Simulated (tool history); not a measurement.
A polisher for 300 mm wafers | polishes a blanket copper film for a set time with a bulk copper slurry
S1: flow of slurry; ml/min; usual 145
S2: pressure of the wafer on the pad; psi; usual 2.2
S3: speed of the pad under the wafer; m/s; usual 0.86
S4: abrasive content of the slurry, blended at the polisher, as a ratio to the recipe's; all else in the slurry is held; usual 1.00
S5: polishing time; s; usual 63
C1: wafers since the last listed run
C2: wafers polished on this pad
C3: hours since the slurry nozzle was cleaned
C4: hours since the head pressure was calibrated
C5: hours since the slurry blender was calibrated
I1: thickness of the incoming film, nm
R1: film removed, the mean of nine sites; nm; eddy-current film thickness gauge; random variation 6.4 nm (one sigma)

run,hour,S1,S2,S3,S4,S5,C1,C2,C3,C4,C5,I1,R1
1,0.0,145,2.2,0.86,1.00,63,0,819,200.4,59.5,247.2,3754.6,469.7
# hour 23.7: worn pad replaced by a new one
2,54.2,145,2.2,0.86,1.00,63,281,171,254.6,113.7,301.4,3757.0,460.3
# hour 208.9: worn pad replaced by a new one
# hour 214.5: slurry blender recalibrated
3,244.6,145,2.2,0.86,1.00,63,1033,188,445.0,304.1,30.1,3729.7,437.5
# hour 304.9: head pressure recalibrated
4,308.2,145,2.2,0.86,1.00,63,345,534,508.6,3.3,93.7,3864.7,474.2
5,338.8,145,2.2,0.86,1.00,63,171,705,539.2,33.9,124.3,3764.6,467.9
# hour 391.9: worn pad replaced by a new one
6,397.0,145,2.2,0.86,1.00,63,303,28,597.4,92.1,182.5,3781.6,465.0
7,429.7,145,2.2,0.86,0.80,63,183,212,630.1,124.8,215.2,3834.6,438.6
# hour 448.6: slurry nozzle cleaned
8,459.9,145,2.2,0.86,0.80,63,163,375,11.3,155.0,245.4,3781.2,439.8
9,531.0,125,2.2,0.86,1.00,63,398,774,82.4,226.1,316.5,3749.9,442.9
10,566.3,145,2.2,0.76,1.00,63,197,972,117.7,261.4,351.8,3802.3,401.8
# hour 577.3: worn pad replaced by a new one
11,616.0,145,2.2,0.86,1.00,63,256,217,167.4,311.1,401.5,3805.3,439.2
# hour 635.1: slurry blender recalibrated
12,647.9,145,2.2,0.86,0.70,69,167,384,199.3,343.0,12.8,3832.2,436.7
13,677.2,145,2.6,1.14,1.00,63,164,548,228.6,372.3,42.1,3816.6,645.9
# hour 685.1: head pressure recalibrated
14,704.9,145,3.0,0.86,1.00,63,144,693,256.3,19.8,69.8,3757.2,624.6
15,739.2,145,2.2,0.86,1.00,63,192,885,290.6,54.1,104.1,3726.9,473.6
# hour 771.6: worn pad replaced by a new one
16,795.2,145,2.2,0.86,1.00,63,291,132,346.6,110.1,160.1,3801.5,460.9
17,836.0,195,2.2,0.86,1.00,63,228,361,387.4,150.9,200.9,3739.1,478.4
18,902.6,130,1.9,0.86,0.90,78,373,734,454.0,217.5,267.5,3787.7,468.9
19,955.6,145,2.2,0.74,0.75,46,297,1031,507.0,270.5,320.5,3820.6,252.9

Hidden state at the last listed run before each entry between runs and at the first one after, where it differs:
Between runs 1 and 2: worn pad replaced by a new one (hour 23.7)
  deviation of the head's pressure from its setpoint, %: -0.435 -> -1.11
  measured less the result without the state, R1: -1.9 -> -4.9 nm
Between runs 2 and 3: worn pad replaced by a new one (hour 208.9); slurry blender recalibrated (hour 214.5)
  deviation of the head's pressure from its setpoint, %: -1.11 -> -6.88
  measured less the result without the state, R1: -4.9 -> -29.8 nm
Between runs 3 and 4: head pressure recalibrated (hour 304.9)
  deviation of the head's pressure from its setpoint, %: -6.88 -> 0.853
  measured less the result without the state, R1: -29.8 -> +3.7 nm
Between runs 5 and 6: worn pad replaced by a new one (hour 391.9)
  deviation of the head's pressure from its setpoint, %: 0.77 -> 0.238
  measured less the result without the state, R1: +3.3 -> +1.0 nm
Between runs 7 and 8: slurry nozzle cleaned (hour 448.6)
  deviation of the head's pressure from its setpoint, %: -0.276 -> -0.888
  measured less the result without the state, R1: -1.2 -> -3.7 nm
Between runs 10 and 11: worn pad replaced by a new one (hour 577.3)
  deviation of the head's pressure from its setpoint, %: -4.1 -> -6.16
  measured less the result without the state, R1: -15.9 -> -26.6 nm
Between runs 11 and 12: slurry blender recalibrated (hour 635.1)
  deviation of the head's pressure from its setpoint, %: -6.16 -> -7.67
  measured less the result without the state, R1: -26.6 -> -33.5 nm
Between runs 13 and 14: head pressure recalibrated (hour 685.1)
  deviation of the head's pressure from its setpoint, %: -9.19 -> -1.08
  measured less the result without the state, R1: -60.3 -> -6.4 nm
Between runs 15 and 16: worn pad replaced by a new one (hour 771.6)
  deviation of the head's pressure from its setpoint, %: -1.27 -> -1.93
  measured less the result without the state, R1: -5.7 -> -8.4 nm

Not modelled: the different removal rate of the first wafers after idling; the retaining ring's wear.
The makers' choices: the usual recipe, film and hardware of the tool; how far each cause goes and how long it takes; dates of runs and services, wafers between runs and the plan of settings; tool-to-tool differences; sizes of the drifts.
